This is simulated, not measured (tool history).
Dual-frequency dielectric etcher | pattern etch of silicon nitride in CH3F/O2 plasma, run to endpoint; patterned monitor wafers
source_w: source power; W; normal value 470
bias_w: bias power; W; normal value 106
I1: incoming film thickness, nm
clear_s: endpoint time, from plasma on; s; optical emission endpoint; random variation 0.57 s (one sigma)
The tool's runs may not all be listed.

Run 1, day 0: usual settings but source_w 540 W; I1 86. Result: clear_s 70.3 s.
Run 2, day 0.738: usual settings; I1 85.5. Result: clear_s 73.9 s.
Run 3, day 1.125: usual settings; I1 85.4. Result: clear_s 74.5 s.
Run 4, day 1.529: usual settings; I1 86.2. Result: clear_s 77.1 s.
Run 5, day 1.821: usual settings; I1 85.9. Result: clear_s 75.4 s.
Run 6, day 2.488: usual settings; I1 85.3. Result: clear_s 75 s.
Run 7, day 3.154: usual settings but bias_w 100 W; I1 85.7. Result: clear_s 76.2 s.
Run 8, day 3.871: usual settings but bias_w 100 W; I1 86.1. Result: clear_s 77.1 s.
Run 9, day 4.529: usual settings but bias_w 114 W; I1 85.1. Result: clear_s 75 s.
Run 10, day 6.588: usual settings; I1 85.9. Result: clear_s 76.2 s.
Run 11, day 7.079: usual settings; I1 84.9. Result: clear_s 76 s.
Run 12, day 7.646: usual settings; I1 85.9. Result: clear_s 77.1 s.
At day 8.371: source power generator calibrated.
At day 10.312: upper electrode replaced.
Run 13, day 10.333: usual settings but source_w 530 W, bias_w 117 W; I1 85.7. Result: clear_s 72.3 s.
Run 14, day 10.412: usual settings but source_w 530 W, bias_w 117 W; I1 85.6. Result: clear_s 71.8 s.
Run 15, day 10.988: usual settings but source_w 530 W, bias_w 117 W; I1 84.7. Result: clear_s 70.2 s.
Run 16, day 13.071: usual settings; I1 85.6. Result: clear_s 78.3 s.
Run 17, day 13.388: usual settings; I1 85.1. Result: clear_s 78 s.
Run 18, day 14.096: usual settings but source_w 440 W, bias_w 123 W; I1 85.3. Result: clear_s 77 s.
At day 14.288: bias power generator calibrated.
Run 19, day 14.696: usual settings but source_w 370 W, bias_w 95 W; I1 84.9. Result: clear_s 88 s.
At day 17.075: wet clean of the chamber.
Run 20, day 17.096: usual settings but source_w 550 W, bias_w 86 W; I1 84.6. Result: clear_s 70.6 s.
Run 21, day 17.112: usual settings but source_w 370 W; I1 85.5. Result: clear_s 82.1 s.
Run 22, day 17.846: usual settings but source_w 390 W, bias_w 93 W; I1 85.9. Result: clear_s 83.5 s.
Run 23, day 18.229: usual settings but bias_w 86 W; I1 85.4. Result: clear_s 76.3 s.
Run 24, day 18.675: usual settings; I1 84.1. Result: clear_s 73 s.
Run 25, day 19.121: usual settings but source_w 520 W, bias_w 124 W; I1 85.9. Result: clear_s 68.3 s.
Run 26, day 19.808: usual settings but source_w 350 W, bias_w 84 W; I1 85.3. Result: clear_s 89.4 s.
Run 27, day 20.367: usual settings but source_w 380 W, bias_w 120 W; I1 84.7. Result: clear_s 79.8 s.
Run 28, day 21.017: usual settings but source_w 580 W, bias_w 95 W; I1 85.9. Result: clear_s 71.1 s.
Run 29, day 21.308: usual settings but source_w 530 W, bias_w 132 W; I1 85.9. Result: clear_s 68.7 s.
Run 30, day 21.762: usual settings but bias_w 125 W; I1 84.9. Result: clear_s 71.9 s.
Run 31, day 22.467: usual settings but bias_w 83 W; I1 86.2. Result: clear_s 78.8 s.
Run 32, day 22.958: usual settings but bias_w 100 W; I1 85.4. Result: clear_s 77 s.
Run 33, day 23.296: usual settings but source_w 370 W, bias_w 116 W; I1 85.9. Result: clear_s 83.4 s.
Run 34, day 23.742: usual settings; I1 84.7. Result: clear_s 74.6 s.

Consider 5 possible next runs. They are alternatives, not a sequence: every one starts from the tool as it was left by run 34. What does each give?
Run A, day 23.762: usual settings; I1 84.8. Result: clear_s ?.
Run B, day 23.762: usual settings but source_w 500 W, bias_w 118 W; I1 84.8. Result: clear_s ?.
Run C, day 23.762: usual settings but source_w 360 W, bias_w 90 W; I1 84.8. Result: clear_s ?.
Run D, day 23.762: usual settings but source_w 380 W; I1 84.8. Result: clear_s ?.
Run E, day 23.762: usual settings but source_w 360 W, bias_w 131 W; I1 84.8. Result: clear_s ?.

run  clear_s
  A     75.6
  B     71.9
  C     88.3
  D     83.3
  E     81.5
Had the tool no hidden state, the same runs would have come out as:
run  clear_s
  A     74.9
  B     71.2
  C     87.5
  D     82.5
  E     80.7
